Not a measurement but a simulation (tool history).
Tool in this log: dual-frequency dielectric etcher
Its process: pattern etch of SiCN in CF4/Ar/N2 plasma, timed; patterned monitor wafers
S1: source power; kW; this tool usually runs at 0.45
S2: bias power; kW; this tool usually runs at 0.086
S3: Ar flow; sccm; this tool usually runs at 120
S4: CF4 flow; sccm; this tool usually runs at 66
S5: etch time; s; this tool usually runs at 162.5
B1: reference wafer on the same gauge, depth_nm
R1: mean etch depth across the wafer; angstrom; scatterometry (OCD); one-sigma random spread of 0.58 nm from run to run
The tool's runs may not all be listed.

Run 1, day 0: usual settings; B1 142.2. Result: R1 1549 angstrom.
Run 2, day 0.425: usual settings; B1 142. Result: R1 1554 angstrom.
Run 3, day 0.808: usual settings; B1 142.1. Result: R1 1546 angstrom.
Run 4, day 2.008: usual settings; B1 142.2. Result: R1 1551 angstrom.
Run 5, day 2.533: usual settings; B1 142. Result: R1 1553 angstrom.
Run 6, day 3.125: usual settings; B1 142.2. Result: R1 1554 angstrom.
At day 3.483: Ar flow controller replaced.
At day 3.821: source power generator calibrated.
At day 3.892: gauge calibrated.
At day 4.417: upper electrode replaced.
Run 7, day 4.438: usual settings; B1 142.1. Result: R1 1560 angstrom.
Run 8, day 4.454: usual settings; B1 142. Result: R1 1562 angstrom.
Run 9, day 4.517: usual settings; B1 142. Result: R1 1563 angstrom.
Run 10, day 4.983: usual settings; B1 142. Result: R1 1564 angstrom.
At day 5.462: CF4 flow controller replaced.
Run 11, day 5.6: usual settings but S1 0.54 kW, S4 60 sccm; B1 142. Result: R1 1865 angstrom.
At day 6.892: wet clean of the chamber.
At day 7.388: bias power generator calibrated.
Run 12, day 7.521: usual settings but S2 0.095 kW, S3 102 sccm; B1 141.9. Result: R1 1600 angstrom.
Run 13, day 7.896: usual settings but S3 96 sccm; B1 142.1. Result: R1 1565 angstrom.
Run 14, day 8.321: usual settings but S2 0.079 kW, S3 137 sccm, S5 207 s; B1 142.2. Result: R1 1844 angstrom.
Run 15, day 8.975: usual settings but S2 0.102 kW, S3 143 sccm, S5 209 s; B1 142. Result: R1 2007 angstrom.
Run 16, day 9.296: usual settings but S2 0.102 kW, S3 143 sccm, S5 209 s; B1 141.9. Result: R1 2014 angstrom.
Run 17, day 9.921: usual settings but S2 0.105 kW, S3 98 sccm, S4 55 sccm; B1 142.3. Result: R1 1628 angstrom.
Run 18, day 10.317: usual settings but S2 0.102 kW, S3 143 sccm, S5 209 s; B1 141.9. Result: R1 2003 angstrom.
Run 19, day 10.746: usual settings but S1 0.41 kW, S2 0.098 kW, S3 108 sccm, S4 78 sccm; B1 142.1. Result: R1 1491 angstrom.
Run 20, day 11.088: usual settings but S1 0.56 kW, S2 0.065 kW, S3 143 sccm; B1 142.1. Result: R1 1691 angstrom.

Consider 4 possible next runs. They are alternatives, not a sequence: every one starts from the tool as it was left by run 20. What does each give?
Run A, day 11.108: usual settings but S3 95 sccm; B1 ?. Result: R1 ?.
Run B, day 11.108: usual settings but S4 78 sccm; B1 ?. Result: R1 ?.
Run C, day 11.108: usual settings but S5 132.5 s; B1 ?. Result: R1 ?.
Run D, day 11.108: usual settings but S2 0.105 kW, S5 206.5 s; B1 ?. Result: R1 ?.

run     B1    R1
  A  142.1  1565
  B  142.1  1546
  C  142.1  1234
  D  142.1  2057
The same runs, with their run-to-run variation unchanged, on a tool lacking any hidden condition would have given:
run    R1
  A  1555
  B  1536
  C  1226
  D  2043
